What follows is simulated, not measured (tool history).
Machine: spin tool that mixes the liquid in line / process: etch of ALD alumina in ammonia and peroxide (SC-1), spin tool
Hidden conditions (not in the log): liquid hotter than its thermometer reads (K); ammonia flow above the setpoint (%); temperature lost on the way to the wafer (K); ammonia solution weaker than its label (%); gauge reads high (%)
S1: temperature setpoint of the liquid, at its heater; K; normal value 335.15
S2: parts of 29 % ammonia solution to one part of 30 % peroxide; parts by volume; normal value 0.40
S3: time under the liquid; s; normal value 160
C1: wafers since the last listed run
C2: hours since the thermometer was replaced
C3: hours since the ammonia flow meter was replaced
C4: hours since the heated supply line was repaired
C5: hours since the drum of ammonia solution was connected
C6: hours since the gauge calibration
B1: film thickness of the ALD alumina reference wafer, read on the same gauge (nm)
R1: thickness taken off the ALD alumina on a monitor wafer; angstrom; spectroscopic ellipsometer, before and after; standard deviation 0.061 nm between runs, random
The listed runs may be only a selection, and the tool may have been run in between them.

run   hour      S1    S2   S3   C1     C2     C3     C4     C5     C6     B1     R1
  1    0.0  335.15  0.40  220    0  325.9    6.7  738.7   69.5  492.7  41.00  171.0
  2   35.0  335.15  0.40  160  171  360.9   41.7  773.7  104.5  527.7  41.08  124.7
  3   56.4  335.15  0.50  160  105  382.3   63.1  795.1  125.9  549.1  41.15  126.9
      76.6  -- gauge calibrated
  4   81.0  335.15  0.40  160  120  406.9   87.7  819.7  150.5    4.4  40.08  121.2
  5  107.9  335.15  0.40  215  132  433.8  114.6  846.6  177.4   31.3  40.10  163.9
  6  141.7  335.15  0.40  160  165  467.6  148.4  880.4  211.2   65.1  40.10  122.3
  7  174.5  338.15  0.60  135  160  500.4  181.2  913.2  244.0   97.9  40.12  123.7
  8  206.4  343.15  0.40  160  156  532.3  213.1  945.1  275.9  129.8  40.14  178.9
     224.5  -- thermometer replaced
     225.2  -- heated supply line repaired
  9  226.4  335.15  0.40  110   89    1.9  233.1    1.2  295.9  149.8  40.15   84.0
 10  245.6  335.15  0.40  160   94   21.1  252.3   20.4  315.1  169.0  40.17  121.5
 11  265.2  340.15  0.30   95   96   40.7  271.9   40.0  334.7  188.6  40.19   91.0
 12  295.8  335.15  0.40  160  150   71.3  302.5   70.6  365.3  219.2  40.21  121.0
 13  316.7  335.15  0.40  160  102   92.2  323.4   91.5  386.2  240.1  40.26  121.1
 14  347.1  335.15  0.40  160  149  122.6  353.8  121.9  416.6  270.5  40.29  123.2
 15  376.3  339.65  0.30  250  143  151.8  383.0  151.1  445.8  299.7  40.36  231.1
 16  396.0  339.15  0.40   95   96  171.5  402.7  170.8  465.5  319.4  40.37   89.4
 17  416.8  330.65  0.30  115  102  192.3  423.5  191.6  486.3  340.2  40.43   67.9
 18  429.8  329.15  0.40  160   63  205.3  436.5  204.6  499.3  353.2  40.46   89.6
 19  443.2  335.15  0.40  160   65  218.7  449.9  218.0  512.7  366.6  40.49  122.2
     459.9  -- new drum of ammonia solution connected
 20  460.4  342.15  0.25  125   79  235.9  467.1  235.2    0.5  383.8  40.51  129.9
 21  494.9  335.15  0.40  160  169  270.4  501.6  269.7   35.0  418.3  40.59  123.4
 22  513.2  335.15  0.40  160   89  288.7  519.9  288.0   53.3  436.6  40.62  123.5
 23  546.7  341.65  0.50  235  164  322.2  553.4  321.5   86.8  470.1  40.73  253.4
 24  572.1  343.15  0.25  160  124  347.6  578.8  346.9  112.2  495.5  40.79  173.4

Run 25 has not been measured yet. What should we expect?
 25  597.6  332.15  0.35  200  125  373.1  604.3  372.4  137.7  521.0   ?   ?

Run 25 gave B1 40.84, R1 130.8 angstrom.
If the tool had no hidden condition, the same run with the same run-to-run variation would have returned R1 128.1 angstrom.
